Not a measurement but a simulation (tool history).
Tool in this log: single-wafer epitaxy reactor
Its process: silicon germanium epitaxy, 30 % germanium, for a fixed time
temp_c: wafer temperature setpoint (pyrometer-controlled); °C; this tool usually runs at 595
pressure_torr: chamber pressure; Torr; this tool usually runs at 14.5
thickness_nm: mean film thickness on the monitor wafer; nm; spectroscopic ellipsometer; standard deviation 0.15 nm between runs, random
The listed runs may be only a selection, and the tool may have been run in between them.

run    hour  temp_c  pressure_torr  wafers since the last listed run  hours since the last pyrometer calibration  hours since the last manometer calibration  hours since the showerhead was replaced  hours since the gauge calibration  read-back reference wafer on the same gauge, thickness_nm  thickness_nm
  1       0     584           14.5                                 0                                      1249.2                                       396.8                                   1838.5                               57.5                                                     56.407        40.316
  2    54.9     584           14.5                              1113                                      1304.1                                       451.7                                   1893.4                              112.4                                                     56.519        40.486
  3     112     595           12.2                              1158                                      1361.2                                       508.8                                   1950.5                              169.5                                                     56.492        47.839
  4   144.5     595           12.2                               659                                      1393.7                                       541.3                                     1983                                202                                                     56.492        47.963
  5   169.9     595           12.2                               515                                      1419.1                                       566.7                                   2008.4                              227.4                                                     56.526        47.726
  6   215.3     595             17                               921                                      1464.5                                       612.1                                   2053.8                              272.8                                                     56.504         54.75
  7   239.7     595             17                               495                                      1488.9                                       636.5                                   2078.2                              297.2                                                     56.495        54.709
  8   266.9     595           14.5                               551                                      1516.1                                       663.7                                   2105.4                              324.4                                                     56.537        51.423
  9   319.7     595           14.5                              1071                                      1568.9                                       716.5                                   2158.2                              377.2                                                     56.469        51.414
 10   380.2     600           14.5                              1227                                      1629.4                                         777                                   2218.7                              437.7                                                     56.519        57.431
 11   420.1     600           14.5                               809                                      1669.3                                       816.9                                   2258.6                              477.6                                                     56.532         57.32
 12   474.4     595           14.5                              1101                                      1723.6                                       871.2                                   2312.9                              531.9                                                      56.46        51.733
 13     521     595           14.5                               945                                      1770.2                                       917.8                                   2359.5                              578.5                                                     56.556        52.023
 14   582.5     595           16.9                              1247                                      1831.7                                       979.3                                     2421                                640                                                     56.526        55.169
      617.6  -- showerhead replaced
 15   621.6     595           13.7                               631                                      1870.8                                      1018.4                                        4                              679.1                                                     56.517        51.055
 16   672.9     595           13.7                              1040                                      1922.1                                      1069.7                                     55.3                              730.4                                                     56.516        50.832
 17   713.8     595           14.5                               829                                        1963                                      1110.6                                     96.2                              771.3                                                     56.465        52.301
 18   772.5     595           14.5                              1191                                      2021.7                                      1169.3                                    154.9                                830                                                     56.556         52.82
 19   804.7     584           14.5                               653                                      2053.9                                      1201.5                                    187.1                              862.2                                                     56.511        41.484
      914.4  -- pyrometer calibrated
 20   982.6     595           15.7                              3447                                        68.2                                      1379.4                                      365                             1040.1                                                     56.485        52.132
     1000.4  -- gauge calibrated
 21  1026.1     582           13.1                               882                                       111.7                                      1422.9                                    408.5                               25.7                                                     56.559        36.595
 22    1086     595           14.5                              1215                                       171.6                                      1482.8                                    468.4                               85.6                                                     56.521        50.646
     1216.7  -- capacitance manometer re-zeroed and calibrated
 23    1261     601           16.3                              3388                                       346.6                                        44.3                                    643.4                              260.6                                                     56.482        60.286
 24  1308.8     595           17.8                               969                                       394.4                                        92.1                                    691.2                              308.4                                                      56.47        55.089
 25    1397     595           14.5                              1789                                       482.6                                       180.3                                    779.4                              396.6                                                     56.515        50.624
 26  1453.8     595           14.5                              1152                                       539.4                                       237.1                                    836.2                              453.4                                                     56.497        50.735
 27  1495.1     584           12.3                               838                                       580.7                                       278.4                                    877.5                              494.7                                                      56.54        37.766
 28  1520.6     599           16.2                               517                                       606.2                                       303.9                                      903                              520.2                                                     56.593        57.847
 29  1571.7     589           16.9                              1036                                       657.3                                         355                                    954.1                              571.3                                                     56.482        47.845
 30  1600.7     599           17.9                               588                                       686.3                                         384                                    983.1                              600.3                                                     56.492         60.04
 31  1672.1     601           12.3                              1448                                       757.7                                       455.4                                   1054.5                              671.7                                                      56.48        53.853
 32  1735.8     595           14.5                              1292                                       821.4                                       519.1                                   1118.2                              735.4                                                     56.442        50.933
 33  1792.5     607           12.6                              1150                                       878.1                                       575.8                                   1174.9                              792.1                                                     56.531        61.676

For each entry between runs, how does the tool's hidden state at the last listed run before it compare with that at the first listed run after it?
Logged between run 14 and run 15: showerhead replaced (hour 617.6)
  wafer temperature above the value expected at the setpoint (K): 1.03 -> 1.11
  measured minus no-state result, thickness_nm: +1.185 -> +1.175 nm
Logged between run 19 and run 20: pyrometer calibrated (hour 914.4)
  wafer temperature above the value expected at the setpoint (K): 1.48 -> -0.317
  measured minus no-state result, thickness_nm: +1.306 -> -0.35 nm
Logged between run 20 and run 21: gauge calibrated (hour 1000.4)
  wafer temperature above the value expected at the setpoint (K): -0.317 -> -0.313
  measured minus no-state result, thickness_nm: -0.35 -> -0.251 nm
Logged between run 22 and run 23: capacitance manometer re-zeroed and calibrated (hour 1216.7)
  wafer temperature above the value expected at the setpoint (K): -0.304 -> -0.258
  measured minus no-state result, thickness_nm: -0.326 -> -0.323 nm
